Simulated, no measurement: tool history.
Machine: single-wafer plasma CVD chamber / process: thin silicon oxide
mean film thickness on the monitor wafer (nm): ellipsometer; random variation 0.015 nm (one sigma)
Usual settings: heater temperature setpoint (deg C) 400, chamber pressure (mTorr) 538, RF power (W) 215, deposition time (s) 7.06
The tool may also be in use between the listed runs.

run      day  heater temperature setpoint (deg C)  chamber pressure (mTorr)  RF power (W)  deposition time (s)  wafers since the last listed run  hours since the last thermocouple change  hours since the last RF generator calibration  hours since the last manometer calibration  hours since the showerhead was replaced  hours since the gauge calibration  read-back reference wafer on the same gauge, thickness_nm  mean film thickness on the monitor wafer (nm)
  1    0.000                                  400                       538           215                 7.06                                 0                                    1218.9                                          266.6                                       969.4                                   2947.0                             1196.2                                                      5.990                                          7.227
  2    3.933                                  400                       538           215                 7.06                              5050                                    1313.3                                          361.0                                      1063.8                                   3041.4                             1290.6                                                      5.992                                          7.245
  3   10.171                                  400                       538           215                 6.49                              8009                                    1463.0                                          510.7                                      1213.5                                   3191.1                             1440.3                                                      5.987                                          6.643
  4   13.708                                  400                       538           215                 6.49                              4542                                    1547.9                                          595.6                                      1298.4                                   3276.0                             1525.2                                                      5.994                                          6.630
  5   17.300                                  400                       538           215                 6.49                              4612                                    1634.1                                          681.8                                      1384.6                                   3362.2                             1611.4                                                      5.992                                          6.638
  6   21.729                                  400                       538           215                 7.06                              5687                                    1740.4                                          788.1                                      1490.9                                   3468.5                             1717.7                                                      5.997                                          7.235
  7   25.558                                  400                       538           215                 7.06                              4917                                    1832.3                                          880.0                                      1582.8                                   3560.4                             1809.6                                                      5.991                                          7.227
  8   28.854                                  400                       538           215                 7.06                              4232                                    1911.4                                          959.1                                      1661.9                                   3639.5                             1888.7                                                      5.986                                          7.195
  9   31.850                                  400                       499           215                 7.06                              3847                                    1983.3                                         1031.0                                      1733.8                                   3711.4                             1960.6                                                      5.990                                          6.686
 10   35.617                                  400                       499           215                 7.06                              4836                                    2073.7                                         1121.4                                      1824.2                                   3801.8                             2051.0                                                      5.987                                          6.677
      37.917  -- showerhead replaced
 11   39.896                                  400                       499           215                 7.06                              5067                                    2176.4                                         1224.1                                      1926.9                                     47.5                             2153.7                                                      5.993                                          6.699
 12   42.854                                  400                       538           215                 7.06                              3798                                    2247.4                                         1295.1                                      1997.9                                    118.5                             2224.7                                                      5.993                                          7.210
 13   44.746                                  400                       538           215                 7.06                              2429                                    2292.8                                         1340.5                                      2043.3                                    163.9                             2270.1                                                      5.993                                          7.190
 14   46.496                                  393                       538           215                 6.07                              2247                                    2334.8                                         1382.5                                      2085.3                                    205.9                             2312.1                                                      5.987                                          6.213
 15   49.738                                  400                       449           185                 7.06                              4162                                    2412.6                                         1460.3                                      2163.1                                    283.7                             2389.9                                                      5.990                                          5.224
      51.633  -- thermocouple changed; heater temperature recalibrated
      52.975  -- capacitance manometer re-zeroed and calibrated
 16   53.458                                  400                       652           215                 7.06                              3921                                      43.8                                         1549.6                                        11.6                                    373.0                             2479.2                                                      5.992                                          8.740
 17   55.008                                  400                       538           215                 7.06                              1990                                      81.0                                         1586.8                                        48.8                                    410.2                             2516.4                                                      5.991                                          7.238
 18   58.921                                  387                       495           215                 8.09                              5024                                     174.9                                         1680.7                                       142.7                                    504.1                             2610.3                                                      5.987                                          7.714
 19   61.608                                  407                       458           185                 6.40                              3451                                     239.4                                         1745.2                                       207.2                                    568.6                             2674.8                                                      5.989                                          4.860
 20   65.867                                  400                       538           215                 6.57                              5468                                     341.6                                         1847.4                                       309.4                                    670.8                             2777.0                                                      5.989                                          6.752
      66.004  -- gauge calibrated
 21   68.258                                  386                       538           175                 7.06                              3071                                     399.0                                         1904.8                                       366.8                                    728.2                               54.1                                                      5.987                                          6.001
 22   71.196                                  400                       538           215                 7.06                              3772                                     469.5                                         1975.3                                       437.3                                    798.7                              124.6                                                      5.984                                          7.204
 23   74.067                                  395                       538           240                 6.35                              3686                                     538.4                                         2044.2                                       506.2                                    867.6                              193.5                                                      5.987                                          7.090
 24   77.675                                  400                       538           215                 6.49                              4633                                     625.0                                         2130.8                                       592.8                                    954.2                              280.1                                                      5.991                                          6.640
      78.733  -- RF generator calibrated
 25   79.908                                  400                       613           215                 7.06                              2439                                     678.6                                           28.2                                       646.4                                   1007.8                              333.7                                                      5.993                                          8.237
 26   93.121                                  400                       538           215                 7.06                             16966                                     995.7                                          345.3                                       963.5                                   1324.9                              650.8                                                      5.987                                          7.258
 27   97.292                                  400                       420           240                 8.27                              5355                                    1095.8                                          445.4                                      1063.6                                   1425.0                              750.9                                                      5.991                                          7.123
 28  100.592                                  400                       538           215                 7.06                              4237                                    1175.0                                          524.6                                      1142.8                                   1504.2                              830.1                                                      5.985                                          7.207
 29  102.596                                  400                       538           215                 7.06                              2573                                    1223.1                                          572.7                                      1190.9                                   1552.3                              878.2                                                      5.986                                          7.224

Describe how what the log doesn't record of the tool's condition differs between the last listed run preceding each entry between runs and the first listed run following it.
After run 10, before run 11: showerhead replaced (day 37.917)
  true pressure above the setpoint (%): -0.862 -> -0.908
  the result without the hidden state subtracted from the measured one, mean film thickness on the monitor wafer (nm): -0.058 -> -0.061
After run 15, before run 16: thermocouple changed; heater temperature recalibrated (day 51.633); capacitance manometer re-zeroed and calibrated (day 52.975)
  true pressure above the setpoint (%): -1.02 -> -0.218
  the result without the hidden state subtracted from the measured one, mean film thickness on the monitor wafer (nm): -0.058 -> -0.018
After run 20, before run 21: gauge calibrated (day 66.004)
  true pressure above the setpoint (%): -0.353 -> -0.379
  the result without the hidden state subtracted from the measured one, mean film thickness on the monitor wafer (nm): -0.024 -> -0.023
After run 24, before run 25: RF generator calibrated (day 78.733)
  true pressure above the setpoint (%): -0.481 -> -0.505
  the result without the hidden state subtracted from the measured one, mean film thickness on the monitor wafer (nm): -0.032 -> -0.040
